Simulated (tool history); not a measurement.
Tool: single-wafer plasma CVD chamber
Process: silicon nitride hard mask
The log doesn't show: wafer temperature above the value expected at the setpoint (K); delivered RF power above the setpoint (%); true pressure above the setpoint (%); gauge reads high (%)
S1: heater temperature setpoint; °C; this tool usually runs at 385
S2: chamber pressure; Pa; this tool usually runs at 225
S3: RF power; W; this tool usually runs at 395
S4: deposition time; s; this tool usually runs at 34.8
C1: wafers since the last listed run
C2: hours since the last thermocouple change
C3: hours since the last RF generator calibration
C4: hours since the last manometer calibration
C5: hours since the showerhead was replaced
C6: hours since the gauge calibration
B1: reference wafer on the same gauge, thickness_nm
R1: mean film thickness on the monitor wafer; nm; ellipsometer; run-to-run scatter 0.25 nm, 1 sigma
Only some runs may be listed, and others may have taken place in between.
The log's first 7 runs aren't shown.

{"run": 8, "hour": 192.3, "S1": 385, "S2": 263, "S3": 445, "S4": 34.8, "C1": 696, "C2": 2208.4, "C3": 2627.1, "C4": 955.4, "C5": 3055.3, "C6": 513.9, "B1": 49.006, "R1": 53.258}
{"hour": 195.9, "done": "gauge calibrated"}
{"hour": 207.9, "done": "RF generator calibrated"}
{"run": 9, "hour": 211.8, "S1": 385, "S2": 225, "S3": 340, "S4": 34.8, "C1": 223, "C2": 2227.9, "C3": 3.9, "C4": 974.9, "C5": 3074.8, "C6": 15.9, "B1": 50.092, "R1": 44.019}
{"run": 10, "hour": 233.9, "S1": 385, "S2": 225, "S3": 340, "S4": 34.8, "C1": 428, "C2": 2250, "C3": 26, "C4": 997, "C5": 3096.9, "C6": 38, "B1": 49.935, "R1": 44.133}
{"run": 11, "hour": 258.1, "S1": 385, "S2": 225, "S3": 340, "S4": 34.8, "C1": 469, "C2": 2274.2, "C3": 50.2, "C4": 1021.2, "C5": 3121.1, "C6": 62.2, "B1": 49.748, "R1": 44.089}
{"hour": 292.8, "done": "capacitance manometer re-zeroed and calibrated"}
{"run": 12, "hour": 293.5, "S1": 385, "S2": 183, "S3": 395, "S4": 34.8, "C1": 531, "C2": 2309.6, "C3": 85.6, "C4": 0.7, "C5": 3156.5, "C6": 97.6, "B1": 49.614, "R1": 45.859}
{"run": 13, "hour": 318.9, "S1": 385, "S2": 225, "S3": 395, "S4": 34.8, "C1": 493, "C2": 2335, "C3": 111, "C4": 26.1, "C5": 3181.9, "C6": 123, "B1": 49.553, "R1": 48.173}
{"run": 14, "hour": 342.6, "S1": 396, "S2": 196, "S3": 355, "S4": 40.5, "C1": 460, "C2": 2358.7, "C3": 134.7, "C4": 49.8, "C5": 3205.6, "C6": 146.7, "B1": 49.5, "R1": 50.317}
{"run": 15, "hour": 375.2, "S1": 385, "S2": 225, "S3": 395, "S4": 34.8, "C1": 632, "C2": 2391.3, "C3": 167.3, "C4": 82.4, "C5": 3238.2, "C6": 179.3, "B1": 49.493, "R1": 48.225}
{"run": 16, "hour": 400.2, "S1": 380, "S2": 208, "S3": 395, "S4": 29, "C1": 485, "C2": 2416.3, "C3": 192.3, "C4": 107.4, "C5": 3263.2, "C6": 204.3, "B1": 49.452, "R1": 39.269}
{"run": 17, "hour": 434.5, "S1": 397, "S2": 185, "S3": 470, "S4": 36.8, "C1": 665, "C2": 2450.6, "C3": 226.6, "C4": 141.7, "C5": 3297.5, "C6": 238.6, "B1": 49.319, "R1": 54.075}
{"hour": 459.3, "done": "showerhead replaced"}
{"run": 18, "hour": 460.3, "S1": 375, "S2": 225, "S3": 440, "S4": 36.7, "C1": 345, "C2": 2476.4, "C3": 252.4, "C4": 167.5, "C5": 1, "C6": 264.4, "B1": 49.337, "R1": 54.058}
{"run": 19, "hour": 488.3, "S1": 392, "S2": 225, "S3": 320, "S4": 36.9, "C1": 543, "C2": 2504.4, "C3": 280.4, "C4": 195.5, "C5": 29, "C6": 292.4, "B1": 49.186, "R1": 44.337}
{"run": 20, "hour": 509.3, "S1": 385, "S2": 225, "S3": 395, "S4": 34.8, "C1": 407, "C2": 2525.4, "C3": 301.4, "C4": 216.5, "C5": 50, "C6": 313.4, "B1": 49.239, "R1": 47.902}
{"run": 21, "hour": 533.9, "S1": 390, "S2": 247, "S3": 345, "S4": 31.8, "C1": 477, "C2": 2550, "C3": 326, "C4": 241.1, "C5": 74.6, "C6": 338, "B1": 49.119, "R1": 40.749}
{"hour": 567.3, "done": "thermocouple changed; heater temperature recalibrated"}
{"run": 22, "hour": 567.8, "S1": 385, "S2": 185, "S3": 395, "S4": 34.8, "C1": 502, "C2": 0.5, "C3": 359.9, "C4": 275, "C5": 108.5, "C6": 371.9, "B1": 49.135, "R1": 45.835}
{"run": 23, "hour": 598.4, "S1": 385, "S2": 201, "S3": 395, "S4": 32.1, "C1": 593, "C2": 31.1, "C3": 390.5, "C4": 305.6, "C5": 139.1, "C6": 402.5, "B1": 49.198, "R1": 42.83}
{"run": 24, "hour": 632.2, "S1": 370, "S2": 189, "S3": 360, "S4": 34.8, "C1": 656, "C2": 64.9, "C3": 424.3, "C4": 339.4, "C5": 172.9, "C6": 436.3, "B1": 49.183, "R1": 43.772}
{"run": 25, "hour": 654.7, "S1": 380, "S2": 225, "S3": 335, "S4": 34.8, "C1": 436, "C2": 87.4, "C3": 446.8, "C4": 361.9, "C5": 195.4, "C6": 458.8, "B1": 49.182, "R1": 43.328}
{"run": 26, "hour": 675.2, "S1": 385, "S2": 248, "S3": 395, "S4": 36.7, "C1": 397, "C2": 107.9, "C3": 467.3, "C4": 382.4, "C5": 215.9, "C6": 479.3, "B1": 49.117, "R1": 52.197}
{"run": 27, "hour": 688.7, "S1": 385, "S2": 225, "S3": 395, "S4": 34.8, "C1": 262, "C2": 121.4, "C3": 480.8, "C4": 395.9, "C5": 229.4, "C6": 492.8, "B1": 49.161, "R1": 47.874}
{"run": 28, "hour": 703.6, "S1": 378, "S2": 225, "S3": 395, "S4": 40.4, "C1": 289, "C2": 136.3, "C3": 495.7, "C4": 410.8, "C5": 244.3, "C6": 507.7, "B1": 49.16, "R1": 55.771}
{"hour": 730.1, "done": "gauge calibrated"}
{"run": 29, "hour": 735.2, "S1": 375, "S2": 267, "S3": 395, "S4": 34.8, "C1": 613, "C2": 167.9, "C3": 527.3, "C4": 442.4, "C5": 275.9, "C6": 5.1, "B1": 50.133, "R1": 51.625}
{"run": 30, "hour": 751.4, "S1": 385, "S2": 225, "S3": 395, "S4": 34.8, "C1": 314, "C2": 184.1, "C3": 543.5, "C4": 458.6, "C5": 292.1, "C6": 21.3, "B1": 50.175, "R1": 48.745}

Forecast each of these 3 alternatives for the next run:
{"run": "A", "hour": 751.8, "S1": 374, "S2": 225, "S3": 395, "S4": 34.8, "C1": 7, "C2": 184.5, "C3": 543.9, "C4": 459, "C5": 292.5, "C6": 21.7, "B1": "?", "R1": "?"}
{"run": "B", "hour": 751.8, "S1": 385, "S2": 225, "S3": 460, "S4": 31.4, "C1": 7, "C2": 184.5, "C3": 543.9, "C4": 459, "C5": 292.5, "C6": 21.7, "B1": "?", "R1": "?"}
{"run": "C", "hour": 751.8, "S1": 372, "S2": 225, "S3": 395, "S4": 34.8, "C1": 7, "C2": 184.5, "C3": 543.9, "C4": 459, "C5": 292.5, "C6": 21.7, "B1": "?", "R1": "?"}

run=A B1=50.035 R1=49.054
run=B B1=50.035 R1=48.192
run=C B1=50.035 R1=49.1
Stripped of hidden state, with their random variation kept, the same runs would have yielded:
run=A R1=49.059
run=B R1=48.197
run=C R1=49.104

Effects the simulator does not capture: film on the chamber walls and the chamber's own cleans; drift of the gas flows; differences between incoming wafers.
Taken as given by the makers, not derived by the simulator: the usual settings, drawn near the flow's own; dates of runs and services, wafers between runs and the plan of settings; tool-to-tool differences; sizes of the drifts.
